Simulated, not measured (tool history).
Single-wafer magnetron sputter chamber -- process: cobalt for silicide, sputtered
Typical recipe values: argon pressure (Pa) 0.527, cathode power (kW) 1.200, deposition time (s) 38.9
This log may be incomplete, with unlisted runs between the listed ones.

run,hour,argon pressure (Pa),cathode power (kW),deposition time (s),"read-back reference wafer on the same gauge, thickness_nm",mean film thickness on the monitor wafer (angstrom)
1,0.0,0.527,1.200,38.9,20.682,228.85
# hour 25.8: sputter target and shields replaced
2,27.6,0.527,1.200,38.9,20.663,235.11
3,44.0,0.527,1.200,38.9,20.693,235.38
4,80.0,0.527,1.200,38.9,20.718,234.04
5,107.5,0.578,1.100,38.9,20.684,216.81
6,138.7,0.527,1.200,38.9,20.702,234.53
7,172.2,0.433,1.200,38.9,20.650,243.79
8,199.0,0.527,1.200,38.9,20.667,232.69
9,215.2,0.527,1.200,38.9,20.708,233.10
10,234.6,0.527,1.200,44.3,20.693,267.30
11,262.5,0.527,1.200,44.3,20.705,265.34
12,293.4,0.527,1.200,44.3,20.728,266.39
13,321.7,0.527,1.050,38.9,20.710,211.20
14,333.7,0.527,1.200,41.8,20.650,250.59
# hour 338.7: gauge calibrated
15,360.9,0.527,1.200,41.8,20.684,247.35
# hour 379.2: capacitance manometer re-zeroed and calibrated
16,384.2,0.622,1.200,38.9,20.699,214.52
17,408.6,0.695,1.000,35.2,20.702,164.90
18,423.5,0.424,1.200,44.9,20.737,270.71
# hour 446.6: magnet pack replaced
19,447.1,0.445,1.450,44.6,20.694,305.79
20,461.9,0.339,1.300,36.0,20.676,236.01
21,482.1,0.447,1.050,32.8,20.684,174.65
22,500.2,0.424,1.200,38.9,20.710,231.42
23,524.8,0.527,1.200,38.9,20.718,220.27
# hour 549.4: sputter target and shields replaced
24,557.0,0.527,1.200,33.3,20.705,197.37
25,571.0,0.465,1.100,32.1,20.650,183.29
26,588.4,0.527,1.200,38.9,20.714,231.21
27,609.4,0.690,1.200,31.9,20.674,176.51
28,623.1,0.322,1.400,33.9,20.683,248.78
29,653.5,0.527,1.200,38.9,20.664,230.73
30,717.1,0.527,1.200,36.6,20.686,216.18

Each run again, without the hidden state but with its own random variation kept:
Hidden conditions of the tool in this case: deposition rate above that of a new target (%); true argon pressure above the setpoint (%); gauge reads high (%).
run,mean film thickness on the monitor wafer (angstrom)
1,233.22
2,233.37
3,233.53
4,232.03
5,214.50
6,232.50
7,242.83
8,230.96
9,231.49
10,265.68
11,264.10
12,265.65
13,211.06
14,250.66
15,248.03
16,221.97
17,171.34
18,281.60
19,319.44
20,247.08
21,183.64
22,244.18
23,233.70
24,198.68
25,184.47
26,232.76
27,177.81
28,250.47
29,232.58
30,218.53

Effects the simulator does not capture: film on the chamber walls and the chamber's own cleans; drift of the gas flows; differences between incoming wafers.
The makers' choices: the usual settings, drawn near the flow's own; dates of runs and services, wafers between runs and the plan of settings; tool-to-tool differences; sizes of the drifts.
